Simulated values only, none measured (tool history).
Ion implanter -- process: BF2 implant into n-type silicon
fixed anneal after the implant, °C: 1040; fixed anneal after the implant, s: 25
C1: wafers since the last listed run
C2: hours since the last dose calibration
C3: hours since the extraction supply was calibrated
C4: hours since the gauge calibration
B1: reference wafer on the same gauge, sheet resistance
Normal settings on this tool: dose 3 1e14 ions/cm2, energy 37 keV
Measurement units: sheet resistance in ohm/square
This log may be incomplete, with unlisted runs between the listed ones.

Run 1, hour 0: usual settings; C1 0; C2 564; C3 5617.7; C4 174.8; B1 334.79. Result: sheet resistance 381.34 ohm/square.
At hour 0.5: gauge calibrated.
Run 2, hour 17.5: usual settings; C1 612; C2 581.5; C3 5635.2; C4 17; B1 335.2. Result: sheet resistance 380.86 ohm/square.
Run 3, hour 30.1: usual settings; C1 441; C2 594.1; C3 5647.8; C4 29.6; B1 334.97. Result: sheet resistance 379.8 ohm/square.
Run 4, hour 41.6: usual settings; C1 402; C2 605.6; C3 5659.3; C4 41.1; B1 334.88. Result: sheet resistance 378.54 ohm/square.
Run 5, hour 52.7: usual settings; C1 388; C2 616.7; C3 5670.4; C4 52.2; B1 334.92. Result: sheet resistance 378.68 ohm/square.
Run 6, hour 66.9: usual settings; C1 497; C2 630.9; C3 5684.6; C4 66.4; B1 334.73. Result: sheet resistance 378.4 ohm/square.
Run 7, hour 78.3: usual settings; C1 399; C2 642.3; C3 5696; C4 77.8; B1 335.16. Result: sheet resistance 377.97 ohm/square.
Run 8, hour 89.5: usual settings; C1 392; C2 653.5; C3 5707.2; C4 89; B1 335.1. Result: sheet resistance 377.8 ohm/square.
Run 9, hour 100.6: usual settings but energy 29.5 keV; C1 388; C2 664.6; C3 5718.3; C4 100.1; B1 335.03. Result: sheet resistance 386.09 ohm/square.
Run 10, hour 113.5: usual settings; C1 451; C2 677.5; C3 5731.2; C4 113; B1 334.97. Result: sheet resistance 377.38 ohm/square.
Run 11, hour 119.9: usual settings but energy 30.5 keV; C1 224; C2 683.9; C3 5737.6; C4 119.4; B1 335.14. Result: sheet resistance 383.79 ohm/square.
At hour 154.6: Faraday cup replaced and dose calibrated.
Run 12, hour 172.2: usual settings; C1 1550; C2 17.6; C3 5789.9; C4 171.7; B1 335.27. Result: sheet resistance 387.99 ohm/square.
At hour 173: gauge calibrated.
At hour 195.5: extraction supply calibrated.
Run 13, hour 196: usual settings but dose 3.63 1e14 ions/cm2, energy 30 keV; C1 553; C2 41.4; C3 0.5; C4 23; B1 334.76. Result: sheet resistance 338.2 ohm/square.
Run 14, hour 198.2: usual settings but dose 3.37 1e14 ions/cm2, energy 27.5 keV; C1 77; C2 43.6; C3 2.7; C4 25.2; B1 335.06. Result: sheet resistance 362.8 ohm/square.
Run 15, hour 211.4: usual settings but dose 3.48 1e14 ions/cm2, energy 32 keV; C1 462; C2 56.8; C3 15.9; C4 38.4; B1 335.1. Result: sheet resistance 347.45 ohm/square.
Run 16, hour 218.8: usual settings but dose 3.62 1e14 ions/cm2, energy 33.5 keV; C1 259; C2 64.2; C3 23.3; C4 45.8; B1 334.95. Result: sheet resistance 336.04 ohm/square.
Run 17, hour 227.4: usual settings but dose 3.65 1e14 ions/cm2, energy 25 keV; C1 301; C2 72.8; C3 31.9; C4 54.4; B1 335.09. Result: sheet resistance 340.62 ohm/square.

Estimate the outcome of run 18 from the log above:
Run 18, hour 235.4: usual settings but dose 3.39 1e14 ions/cm2; C1 280; C2 80.8; C3 39.9; C4 62.4; B1 ?. Result: sheet resistance ?.

Run 18 produced B1 334.84, sheet resistance 352.09 ohm/square.
Without the tool's hidden state the same run would have given sheet resistance 351.94 ohm/square.
